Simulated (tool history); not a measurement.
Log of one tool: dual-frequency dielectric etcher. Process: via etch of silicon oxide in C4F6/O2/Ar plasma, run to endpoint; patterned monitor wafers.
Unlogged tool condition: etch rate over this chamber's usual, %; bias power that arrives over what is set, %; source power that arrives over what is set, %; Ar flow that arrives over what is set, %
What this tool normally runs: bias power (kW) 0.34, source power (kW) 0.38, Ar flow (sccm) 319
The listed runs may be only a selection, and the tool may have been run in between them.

run,hour,bias power (kW),source power (kW),Ar flow (sccm),wafers since the last listed run,hours since the last wet clean,hours since the last bias power generator calibration,hours since the last source power generator calibration,hours since the last Ar flow controller change,hours since the last upper electrode change,"incoming incoming film thickness, nm",endpoint time (s)
1,0,0.34,0.38,319,0,412.3,4114.3,3150.7,71.3,2804.5,200.2,55
2,12.6,0.34,0.38,319,108,424.9,4126.9,3163.3,83.9,2817.1,201.6,55.5
3,30,0.34,0.38,319,149,442.3,4144.3,3180.7,101.3,2834.5,199.9,55.4
4,43.2,0.34,0.42,319,113,455.5,4157.5,3193.9,114.5,2847.7,203,53.9
5,71.5,0.34,0.38,295,242,483.8,4185.8,3222.2,142.8,2876,203.4,55.3
# hour 100.8: bias power generator calibrated
# hour 129.4: wet clean of the chamber
6,129.9,0.34,0.38,295,260,0.5,29.1,3280.6,201.2,2934.4,197.6,55.8
7,139,0.34,0.38,319,78,9.6,38.2,3289.7,210.3,2943.5,197.4,56.9
8,159.3,0.299,0.43,348,174,29.9,58.5,3310,230.6,2963.8,201.4,58
9,177.9,0.396,0.32,264,159,48.5,77.1,3328.6,249.2,2982.4,201.8,55.8
10,192,0.34,0.38,319,120,62.6,91.2,3342.7,263.3,2996.5,202.5,57.6
11,219.7,0.34,0.38,376,237,90.3,118.9,3370.4,291,3024.2,199.1,57.4
12,239.7,0.415,0.35,293,171,110.3,138.9,3390.4,311,3044.2,200.7,54.5
13,260.2,0.272,0.41,291,175,130.8,159.4,3410.9,331.5,3064.7,201.5,58.1
14,273.9,0.392,0.38,319,117,144.5,173.1,3424.6,345.2,3078.4,201.7,55.6
# hour 282.7: source power generator calibrated
15,294.4,0.34,0.38,268,141,165,193.6,11.7,365.7,3098.9,201.5,55.5
# hour 328.2: upper electrode replaced
16,328.7,0.384,0.41,319,88,199.3,227.9,46,400,0.5,203,53.2
17,338.8,0.34,0.35,268,86,209.4,238,56.1,410.1,10.6,200.6,56.7
18,358.3,0.257,0.45,346,167,228.9,257.5,75.6,429.6,30.1,199.4,57.7
19,382.9,0.292,0.38,364,210,253.5,282.1,100.2,454.2,54.7,200.1,58.9
20,407.3,0.411,0.28,295,209,277.9,306.5,124.6,478.6,79.1,200.6,57.6
21,441.3,0.376,0.45,390,291,311.9,340.5,158.6,512.6,113.1,199.4,52.9
22,453.7,0.34,0.38,319,106,324.3,352.9,171,525,125.5,201,56.8
23,469.5,0.34,0.29,319,135,340.1,368.7,186.8,540.8,141.3,201.5,60.6
24,483.3,0.297,0.38,319,118,353.9,382.5,200.6,554.6,155.1,200.4,57.8
25,511.6,0.301,0.41,245,242,382.2,410.8,228.9,582.9,183.4,200.3,54.5
26,523.7,0.289,0.35,248,103,394.3,422.9,241,595,195.5,200.1,57.2
27,539.9,0.34,0.38,319,138,410.5,439.1,257.2,611.2,211.7,201.3,56
# hour 575.3: wet clean of the chamber
28,575.8,0.34,0.38,319,102,0.5,475,293.1,647.1,247.6,200.8,57
29,579.3,0.34,0.38,319,30,4,478.5,296.6,650.6,251.1,200.6,56.4

Forecast each of these 4 alternatives for the next run:
A,579.7,0.34,0.38,319,3,4.4,478.9,297,651,251.5,199.6,?
B,579.7,0.395,0.3,387,3,4.4,478.9,297,651,251.5,199.6,?
C,579.7,0.292,0.43,375,3,4.4,478.9,297,651,251.5,199.6,?
D,579.7,0.4,0.35,390,3,4.4,478.9,297,651,251.5,199.6,?

run,endpoint time (s)
A,56.2
B,59.1
C,57.3
D,56.5
With no hidden state in the tool, these same runs would have given:
run,endpoint time (s)
A,56.3
B,59.3
C,57.5
D,56.6
